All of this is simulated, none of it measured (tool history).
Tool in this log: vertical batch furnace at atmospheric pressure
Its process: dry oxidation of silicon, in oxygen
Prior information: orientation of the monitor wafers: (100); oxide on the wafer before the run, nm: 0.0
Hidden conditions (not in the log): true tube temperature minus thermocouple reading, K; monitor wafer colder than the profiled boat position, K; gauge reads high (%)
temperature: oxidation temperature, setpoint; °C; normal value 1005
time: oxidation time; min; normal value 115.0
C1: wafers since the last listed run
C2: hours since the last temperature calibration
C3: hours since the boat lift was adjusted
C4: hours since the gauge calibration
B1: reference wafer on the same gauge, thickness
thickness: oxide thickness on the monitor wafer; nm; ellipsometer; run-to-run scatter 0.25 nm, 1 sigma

Run 1, day 0.000: usual settings but time 99.0 min; C1 0; C2 3195.5; C3 3246.5; C4 427.1; B1 74.69. Result: thickness 81.69 nm.
Run 2, day 1.933: usual settings but time 99.0 min; C1 323; C2 3241.9; C3 3292.9; C4 473.5; B1 74.68. Result: thickness 81.42 nm.
Run 3, day 4.196: usual settings but time 99.0 min; C1 378; C2 3296.2; C3 3347.2; C4 527.8; B1 74.66. Result: thickness 81.46 nm.
Run 4, day 6.550: usual settings; C1 394; C2 3352.7; C3 3403.7; C4 584.3; B1 74.75. Result: thickness 90.55 nm.
Run 5, day 9.496: usual settings; C1 493; C2 3423.4; C3 3474.4; C4 655.0; B1 74.70. Result: thickness 90.47 nm.
Run 6, day 12.133: usual settings but temperature 1021 °C; C1 441; C2 3486.7; C3 3537.7; C4 718.3; B1 74.70. Result: thickness 104.76 nm.
Run 7, day 13.725: usual settings but temperature 1021 °C; C1 266; C2 3524.9; C3 3575.9; C4 756.5; B1 74.68. Result: thickness 104.68 nm.
Run 8, day 15.904: usual settings but temperature 1021 °C; C1 364; C2 3577.2; C3 3628.2; C4 808.8; B1 74.69. Result: thickness 104.10 nm.
Run 9, day 17.954: usual settings; C1 343; C2 3626.4; C3 3677.4; C4 858.0; B1 74.73. Result: thickness 90.14 nm.
Run 10, day 19.012: usual settings; C1 177; C2 3651.8; C3 3702.8; C4 883.4; B1 74.65. Result: thickness 90.36 nm.
Run 11, day 20.671: usual settings but time 97.0 min; C1 277; C2 3691.6; C3 3742.6; C4 923.2; B1 74.75. Result: thickness 80.16 nm.
Run 12, day 23.083: usual settings but time 91.5 min; C1 403; C2 3749.5; C3 3800.5; C4 981.1; B1 74.71. Result: thickness 76.99 nm.
Run 13, day 26.079: usual settings but time 91.5 min; C1 501; C2 3821.4; C3 3872.4; C4 1053.0; B1 74.65. Result: thickness 77.52 nm.
Run 14, day 28.808: usual settings; C1 456; C2 3886.9; C3 3937.9; C4 1118.5; B1 74.73. Result: thickness 89.73 nm.
Run 15, day 30.254: usual settings; C1 242; C2 3921.6; C3 3972.6; C4 1153.2; B1 74.68. Result: thickness 89.76 nm.
Run 16, day 31.583: usual settings; C1 222; C2 3953.5; C3 4004.5; C4 1185.1; B1 74.70. Result: thickness 90.43 nm.
Run 17, day 32.846: usual settings; C1 211; C2 3983.8; C3 4034.8; C4 1215.4; B1 74.72. Result: thickness 89.80 nm.
At day 34.608: gauge calibrated.
Run 18, day 34.850: usual settings; C1 335; C2 4031.9; C3 4082.9; C4 5.8; B1 74.68. Result: thickness 90.08 nm.
Run 19, day 36.004: usual settings; C1 193; C2 4059.6; C3 4110.6; C4 33.5; B1 74.65. Result: thickness 90.20 nm.
Run 20, day 37.379: usual settings but temperature 989 °C, time 134.0 min; C1 230; C2 4092.6; C3 4143.6; C4 66.5; B1 74.72. Result: thickness 85.52 nm.
At day 39.429: boat lift adjusted.
Run 21, day 39.925: usual settings but time 167.0 min; C1 258; C2 4153.7; C3 11.9; C4 127.6; B1 74.74. Result: thickness 120.36 nm.
Run 22, day 40.971: usual settings but time 167.0 min; C1 175; C2 4178.8; C3 37.0; C4 152.7; B1 74.70. Result: thickness 118.98 nm.
Run 23, day 42.333: usual settings; C1 228; C2 4211.5; C3 69.7; C4 185.4; B1 74.71. Result: thickness 92.76 nm.
Run 24, day 44.671: usual settings but temperature 1021 °C, time 84.0 min; C1 391; C2 4267.6; C3 125.8; C4 241.5; B1 74.67. Result: thickness 86.77 nm.
Run 25, day 46.054: usual settings but temperature 1027 °C, time 150.0 min; C1 231; C2 4300.8; C3 159.0; C4 274.7; B1 74.69. Result: thickness 135.49 nm.
At day 47.346: thermocouples replaced and temperature profile calibrated.
Run 26, day 47.417: usual settings; C1 60; C2 1.7; C3 191.7; C4 307.4; B1 74.72. Result: thickness 89.75 nm.
Run 27, day 49.812: usual settings but time 65.0 min; C1 401; C2 59.2; C3 249.2; C4 364.9; B1 74.70. Result: thickness 61.05 nm.
Run 28, day 51.046: usual settings; C1 206; C2 88.8; C3 278.8; C4 394.5; B1 74.64. Result: thickness 89.70 nm.
Run 29, day 53.879: usual settings but temperature 1021 °C; C1 474; C2 156.8; C3 346.8; C4 462.5; B1 74.68. Result: thickness 103.94 nm.
Run 30, day 56.492: usual settings but temperature 1028 °C; C1 437; C2 219.5; C3 409.5; C4 525.2; B1 74.73. Result: thickness 111.16 nm.
Run 31, day 58.992: usual settings; C1 418; C2 279.5; C3 469.5; C4 585.2; B1 74.74. Result: thickness 89.56 nm.
Run 32, day 61.183: usual settings but temperature 1018 °C; C1 366; C2 332.1; C3 522.1; C4 637.8; B1 74.71. Result: thickness 101.10 nm.
Run 33, day 62.200: usual settings but temperature 1022 °C, time 57.5 min; C1 170; C2 356.5; C3 546.5; C4 662.2; B1 74.66. Result: thickness 66.23 nm.
Run 34, day 65.096: usual settings but temperature 982 °C, time 167.5 min; C1 484; C2 426.0; C3 616.0; C4 731.7; B1 74.68. Result: thickness 93.94 nm.
Run 35, day 66.200: usual settings but temperature 990 °C, time 152.5 min; C1 184; C2 452.5; C3 642.5; C4 758.2; B1 74.69. Result: thickness 94.65 nm.
Run 36, day 67.429: usual settings but temperature 998 °C, time 152.0 min; C1 205; C2 482.0; C3 672.0; C4 787.7; B1 74.75. Result: thickness 101.60 nm.

Below are 4 alternative next runs, each starting from the tool's condition after run 36. Predict each:
Run A, day 67.700: usual settings but time 162.0 min; C1 45; C2 488.5; C3 678.5; C4 794.2; B1 ?. Result: thickness ?.
Run B, day 67.700: usual settings but temperature 1028 °C, time 157.0 min; C1 45; C2 488.5; C3 678.5; C4 794.2; B1 ?. Result: thickness ?.
Run C, day 67.700: usual settings but temperature 985 °C, time 64.5 min; C1 45; C2 488.5; C3 678.5; C4 794.2; B1 ?. Result: thickness ?.
Run D, day 67.700: usual settings but temperature 988 °C, time 86.0 min; C1 45; C2 488.5; C3 678.5; C4 794.2; B1 ?. Result: thickness ?.

run     B1  thickness
  A  74.69     113.61
  B  74.69     136.24
  C  74.69      49.98
  D  74.69      62.35
Had the tool no hidden state, the same runs would have come out as:
run  thickness
  A     113.00
  B     135.58
  C      49.72
  D      62.00

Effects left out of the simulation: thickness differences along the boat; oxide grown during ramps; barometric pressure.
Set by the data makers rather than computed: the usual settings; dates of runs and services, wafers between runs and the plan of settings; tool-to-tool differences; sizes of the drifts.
